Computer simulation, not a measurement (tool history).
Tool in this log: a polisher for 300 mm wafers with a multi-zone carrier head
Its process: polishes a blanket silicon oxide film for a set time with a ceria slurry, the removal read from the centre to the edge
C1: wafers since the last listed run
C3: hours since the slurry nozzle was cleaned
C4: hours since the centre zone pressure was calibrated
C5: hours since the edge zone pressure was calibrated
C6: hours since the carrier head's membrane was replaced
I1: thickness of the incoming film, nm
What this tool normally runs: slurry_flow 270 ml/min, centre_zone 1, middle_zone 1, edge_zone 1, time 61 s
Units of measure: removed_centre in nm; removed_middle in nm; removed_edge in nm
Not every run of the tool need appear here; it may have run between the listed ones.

run 1 day=0 | slurry_flow=270 centre_zone=1 middle_zone=1 edge_zone=1 time=61 | C1=0 wafers_polished_on_this_pad=383 C3=217.8 C4=257.3 C5=469.1 C6=547.6 | I1=790 | removed_centre=229.2 removed_middle=223.7 removed_edge=221.6
-- day=1.792 slurry nozzle cleaned
run 2 day=2.275 | slurry_flow=270 centre_zone=1 middle_zone=1 edge_zone=1 time=61 | C1=470 wafers_polished_on_this_pad=853 C3=11.6 C4=311.9 C5=523.7 C6=602.2 | I1=783.4 | removed_centre=232.5 removed_middle=223.8 removed_edge=223.8
-- day=2.942 edge zone pressure recalibrated
run 3 day=3.733 | slurry_flow=270 centre_zone=1 middle_zone=1 edge_zone=1 time=61 | C1=289 wafers_polished_on_this_pad=1143 C3=46.6 C4=346.9 C5=19 C6=637.2 | I1=792.6 | removed_centre=240.9 removed_middle=225.1 removed_edge=225.3
run 4 day=5.104 | slurry_flow=270 centre_zone=1 middle_zone=1 edge_zone=1 time=61 | C1=288 wafers_polished_on_this_pad=1432 C3=79.5 C4=379.8 C5=51.9 C6=670.1 | I1=773.8 | removed_centre=236.6 removed_middle=225 removed_edge=220.9
-- day=6.808 centre zone pressure recalibrated
run 5 day=7.029 | slurry_flow=270 centre_zone=1 middle_zone=1 edge_zone=1 time=70 | C1=387 wafers_polished_on_this_pad=1820 C3=125.7 C4=5.3 C5=98.1 C6=716.3 | I1=787.2 | removed_centre=276.2 removed_middle=257.4 removed_edge=255.7
-- day=7.379 worn pad replaced by a new one
run 6 day=9.067 | slurry_flow=270 centre_zone=1 middle_zone=1 edge_zone=1 time=61 | C1=393 wafers_polished_on_this_pad=355 C3=174.6 C4=54.2 C5=147 C6=765.2 | I1=793.1 | removed_centre=251.9 removed_middle=225 removed_edge=215.7
run 7 day=11.171 | slurry_flow=270 centre_zone=1 middle_zone=1 edge_zone=1 time=61 | C1=443 wafers_polished_on_this_pad=798 C3=225.1 C4=104.7 C5=197.5 C6=815.7 | I1=773.4 | removed_centre=257 removed_middle=221.1 removed_edge=217
run 8 day=12.317 | slurry_flow=270 centre_zone=0.96 middle_zone=1 edge_zone=1.11 time=61 | C1=241 wafers_polished_on_this_pad=1039 C3=252.6 C4=132.2 C5=225 C6=843.2 | I1=777.9 | removed_centre=241.3 removed_middle=227.8 removed_edge=234.8
-- day=12.538 slurry nozzle cleaned
-- day=13.754 carrier head's membrane replaced by a new one
run 9 day=15.308 | slurry_flow=270 centre_zone=0.96 middle_zone=1.07 edge_zone=1.05 time=61 | C1=577 wafers_polished_on_this_pad=1617 C3=66.5 C4=204 C5=296.8 C6=37.3 | I1=771 | removed_centre=242.9 removed_middle=238.3 removed_edge=225.8
run 10 day=16.938 | slurry_flow=270 centre_zone=1 middle_zone=1 edge_zone=1.11 time=74 | C1=343 wafers_polished_on_this_pad=1960 C3=105.6 C4=243.1 C5=335.9 C6=76.4 | I1=774.9 | removed_centre=312.4 removed_middle=272.6 removed_edge=282.4
-- day=17.9 centre zone pressure recalibrated, repeated, since the last time left the tool worse
-- day=18.717 worn pad replaced by a new one
run 11 day=20.946 | slurry_flow=270 centre_zone=1 middle_zone=1.03 edge_zone=1 time=61 | C1=791 wafers_polished_on_this_pad=469 C3=201.8 C4=73.1 C5=432.1 C6=172.6 | I1=789.9 | removed_centre=231.8 removed_middle=231 removed_edge=220
run 12 day=23.325 | slurry_flow=365 centre_zone=1 middle_zone=0.93 edge_zone=1 time=51 | C1=501 wafers_polished_on_this_pad=970 C3=258.9 C4=130.2 C5=489.2 C6=229.7 | I1=780.7 | removed_centre=196.2 removed_middle=181.6 removed_edge=185
-- day=23.867 slurry nozzle cleaned
run 13 day=25.321 | slurry_flow=270 centre_zone=1.08 middle_zone=1.07 edge_zone=1.04 time=67 | C1=411 wafers_polished_on_this_pad=1381 C3=34.9 C4=178.1 C5=537.1 C6=277.6 | I1=782 | removed_centre=272.3 removed_middle=261.4 removed_edge=253.5
-- day=25.967 edge zone pressure recalibrated
run 14 day=27.488 | slurry_flow=270 centre_zone=1 middle_zone=1.11 edge_zone=1 time=46 | C1=438 wafers_polished_on_this_pad=1820 C3=86.9 C4=230.1 C5=36.5 C6=329.6 | I1=785.6 | removed_centre=177.3 removed_middle=181.5 removed_edge=167.8
run 15 day=29.1 | slurry_flow=235 centre_zone=1 middle_zone=1 edge_zone=1 time=67 | C1=339 wafers_polished_on_this_pad=2160 C3=125.6 C4=268.8 C5=75.2 C6=368.3 | I1=777.7 | removed_centre=252.6 removed_middle=242 removed_edge=240.2
-- day=29.596 worn pad replaced by a new one
run 16 day=30.888 | slurry_flow=270 centre_zone=1 middle_zone=1 edge_zone=1 time=61 | C1=341 wafers_polished_on_this_pad=271 C3=168.5 C4=311.7 C5=118.1 C6=411.2 | I1=776.3 | removed_centre=235.5 removed_middle=227.4 removed_edge=220.9
run 17 day=32.954 | slurry_flow=270 centre_zone=1 middle_zone=1 edge_zone=1 time=61 | C1=435 wafers_polished_on_this_pad=707 C3=218.1 C4=361.3 C5=167.7 C6=460.8 | I1=777 | removed_centre=232.9 removed_middle=223.9 removed_edge=221.9
-- day=33.854 centre zone pressure recalibrated
-- day=33.875 slurry nozzle cleaned
run 18 day=34.75 | slurry_flow=270 centre_zone=1 middle_zone=1 edge_zone=1 time=44 | C1=356 wafers_polished_on_this_pad=1063 C3=21 C4=21.5 C5=210.8 C6=503.9 | I1=782.7 | removed_centre=159.8 removed_middle=159.7 removed_edge=156.8
run 19 day=37.412 | slurry_flow=270 centre_zone=1 middle_zone=1.1 edge_zone=1 time=51 | C1=560 wafers_polished_on_this_pad=1624 C3=84.9 C4=85.4 C5=274.7 C6=567.8 | I1=771.3 | removed_centre=186.9 removed_middle=202.2 removed_edge=185.8
run 20 day=38.433 | slurry_flow=210 centre_zone=1 middle_zone=1.08 edge_zone=1.11 time=67 | C1=214 wafers_polished_on_this_pad=1839 C3=109.4 C4=109.9 C5=299.2 C6=592.3 | I1=776.8 | removed_centre=242.3 removed_middle=252.9 removed_edge=247.5
-- day=40.533 worn pad replaced by a new one
run 21 day=41.158 | slurry_flow=270 centre_zone=1 middle_zone=1 edge_zone=1 time=61 | C1=538 wafers_polished_on_this_pad=131 C3=174.8 C4=175.3 C5=364.6 C6=657.7 | I1=793.1 | removed_centre=230.7 removed_middle=219.8 removed_edge=218.9

Predict each of these 5 candidate next runs independently; none follows another, all start after run 21:
run A day=41.175 | slurry_flow=270 centre_zone=1 middle_zone=1 edge_zone=1 time=61 | C1=3 wafers_polished_on_this_pad=134 C3=175.2 C4=175.7 C5=365 C6=658.1 | I1=786 | removed_centre=? removed_middle=? removed_edge=?
run B day=41.175 | slurry_flow=340 centre_zone=1.09 middle_zone=0.9 edge_zone=1 time=68 | C1=3 wafers_polished_on_this_pad=134 C3=175.2 C4=175.7 C5=365 C6=658.1 | I1=786 | removed_centre=? removed_middle=? removed_edge=?
run C day=41.175 | slurry_flow=270 centre_zone=1.07 middle_zone=1 edge_zone=1 time=50 | C1=3 wafers_polished_on_this_pad=134 C3=175.2 C4=175.7 C5=365 C6=658.1 | I1=786 | removed_centre=? removed_middle=? removed_edge=?
run D day=41.175 | slurry_flow=270 centre_zone=1.11 middle_zone=0.89 edge_zone=1.04 time=77 | C1=3 wafers_polished_on_this_pad=134 C3=175.2 C4=175.7 C5=365 C6=658.1 | I1=786 | removed_centre=? removed_middle=? removed_edge=?
run E day=41.175 | slurry_flow=270 centre_zone=1.09 middle_zone=0.96 edge_zone=1.03 time=61 | C1=3 wafers_polished_on_this_pad=134 C3=175.2 C4=175.7 C5=365 C6=658.1 | I1=786 | removed_centre=? removed_middle=? removed_edge=?

run=A removed_centre=228.4 removed_middle=218.6 removed_edge=223.9
run=B removed_centre=281.8 removed_middle=228 removed_edge=254.2
run=C removed_centre=199 removed_middle=179.1 removed_edge=183.5
run=D removed_centre=316.6 removed_middle=250.1 removed_edge=288.5
run=E removed_centre=246.8 removed_middle=211.1 removed_edge=227.3
Had the tool no hidden state, the same runs would have come out as:
run=A removed_centre=224.5 removed_middle=218.6 removed_edge=223.9
run=B removed_centre=277.1 removed_middle=228 removed_edge=254.2
run=C removed_centre=195.7 removed_middle=179.1 removed_edge=183.5
run=D removed_centre=311.3 removed_middle=250.2 removed_edge=288.5
run=E removed_centre=242.7 removed_middle=211.1 removed_edge=227.3
